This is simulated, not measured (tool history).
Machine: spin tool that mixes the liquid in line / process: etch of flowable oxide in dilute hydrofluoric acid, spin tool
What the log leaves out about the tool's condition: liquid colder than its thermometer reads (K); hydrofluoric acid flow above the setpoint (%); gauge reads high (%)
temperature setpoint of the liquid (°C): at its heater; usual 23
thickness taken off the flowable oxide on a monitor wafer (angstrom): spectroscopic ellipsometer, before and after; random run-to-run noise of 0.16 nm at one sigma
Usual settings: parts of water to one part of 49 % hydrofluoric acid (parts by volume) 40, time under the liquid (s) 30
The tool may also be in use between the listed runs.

| run | hour | temperature setpoint of the liquid (°C) | parts of water to one part of 49 % hydrofluoric acid (parts by volume) | time under the liquid (s) | wafers since the last listed run | hours since the thermometer was replaced | hours since the hydrofluoric acid flow meter was replaced | hours since the gauge calibration | read-back film thickness of the flowable oxide reference wafer, read on the same gauge (nm) | thickness taken off the flowable oxide on a monitor wafer (angstrom) |
|---|---|---|---|---|---|---|---|---|---|---|
| 1 | 0 | 23 | 40 | 30 | 0 | 224.3 | 1167.9 | 380.6 | 109.99 | 249.7 |
| 2 | 91.4 | 23 | 40 | 30 | 1921 | 315.7 | 1259.3 | 472 | 110.01 | 248.9 |
| 3 | 137 | 23 | 25 | 30 | 958 | 361.3 | 1304.9 | 517.6 | 110.01 | 398.7 |
| 4 | 207.9 | 23 | 25 | 30 | 1490 | 432.2 | 1375.8 | 588.5 | 110 | 397.6 |
| 5 | 247.2 | 23 | 25 | 30 | 826 | 471.5 | 1415.1 | 627.8 | 109.99 | 400.4 |
| 6 | 289.8 | 23 | 25 | 35 | 895 | 514.1 | 1457.7 | 670.4 | 110.01 | 459.2 |
|  | 409.7 | thermometer replaced |
| 7 | 473.6 | 23 | 40 | 30 | 3842 | 63.9 | 1641.5 | 854.2 | 110.01 | 251.9 |
|  | 486.5 | hydrofluoric acid flow meter replaced |
| 8 | 532.6 | 23 | 40 | 30 | 1219 | 122.9 | 46.1 | 913.2 | 110 | 255.5 |
| 9 | 590.6 | 23 | 40 | 30 | 1219 | 180.9 | 104.1 | 971.2 | 109.98 | 252 |
| 10 | 640.5 | 23 | 40 | 30 | 1048 | 230.8 | 154 | 1021.1 | 110 | 251.8 |
| 11 | 721.8 | 21 | 40 | 30 | 1708 | 312.1 | 235.3 | 1102.4 | 110.02 | 232 |
| 12 | 815.2 | 23 | 40 | 15 | 1963 | 405.5 | 328.7 | 1195.8 | 110.01 | 123.5 |
| 13 | 905.2 | 18.5 | 25 | 25 | 1891 | 495.5 | 418.7 | 1285.8 | 110.01 | 271.9 |
|  | 948.7 | gauge calibrated |
| 14 | 976.7 | 23 | 40 | 30 | 1502 | 567 | 490.2 | 28 | 110 | 243.9 |
| 15 | 1032.7 | 23 | 40 | 35 | 1177 | 623 | 546.2 | 84 | 110.02 | 281.4 |
| 16 | 1081.4 | 23 | 40 | 35 | 1023 | 671.7 | 594.9 | 132.7 | 110 | 281.8 |
| 17 | 1173.2 | 23 | 25 | 30 | 1929 | 763.5 | 686.7 | 224.5 | 110.01 | 387.4 |
|  | 1199 | thermometer replaced |
| 18 | 1257.3 | 23 | 40 | 30 | 1746 | 58.3 | 770.8 | 308.6 | 110 | 253.8 |
| 19 | 1337.4 | 23 | 30 | 50 | 1683 | 138.4 | 850.9 | 388.7 | 110.01 | 571.1 |
| 20 | 1436.1 | 20.5 | 40 | 30 | 2074 | 237.1 | 949.6 | 487.4 | 110 | 226.4 |
| 21 | 1515.4 | 23 | 30 | 15 | 1666 | 316.4 | 1028.9 | 566.7 | 110 | 166.4 |

For each entry between runs, how does the tool's hidden state at the last listed run before it compare with that at the first listed run after it?
After run 6, before run 7: thermometer replaced (hour 409.7)
  liquid colder than its thermometer reads (K): 1.4 -> 0.238
  the result without the hidden state subtracted from the measured one, thickness taken off the flowable oxide on a monitor wafer (angstrom): -28.2 -> -2.5
After run 7, before run 8: hydrofluoric acid flow meter replaced (hour 486.5)
  liquid colder than its thermometer reads (K): 0.238 -> 0.382
  the result without the hidden state subtracted from the measured one, thickness taken off the flowable oxide on a monitor wafer (angstrom): -2.5 -> -4.1
After run 13, before run 14: gauge calibrated (hour 948.7)
  liquid colder than its thermometer reads (K): 1.29 -> 1.47
  the result without the hidden state subtracted from the measured one, thickness taken off the flowable oxide on a monitor wafer (angstrom): -15.9 -> -15.5
After run 17, before run 18: thermometer replaced (hour 1199)
  liquid colder than its thermometer reads (K): 1.95 -> 0.335
  the result without the hidden state subtracted from the measured one, thickness taken off the flowable oxide on a monitor wafer (angstrom): -33.5 -> -3.6
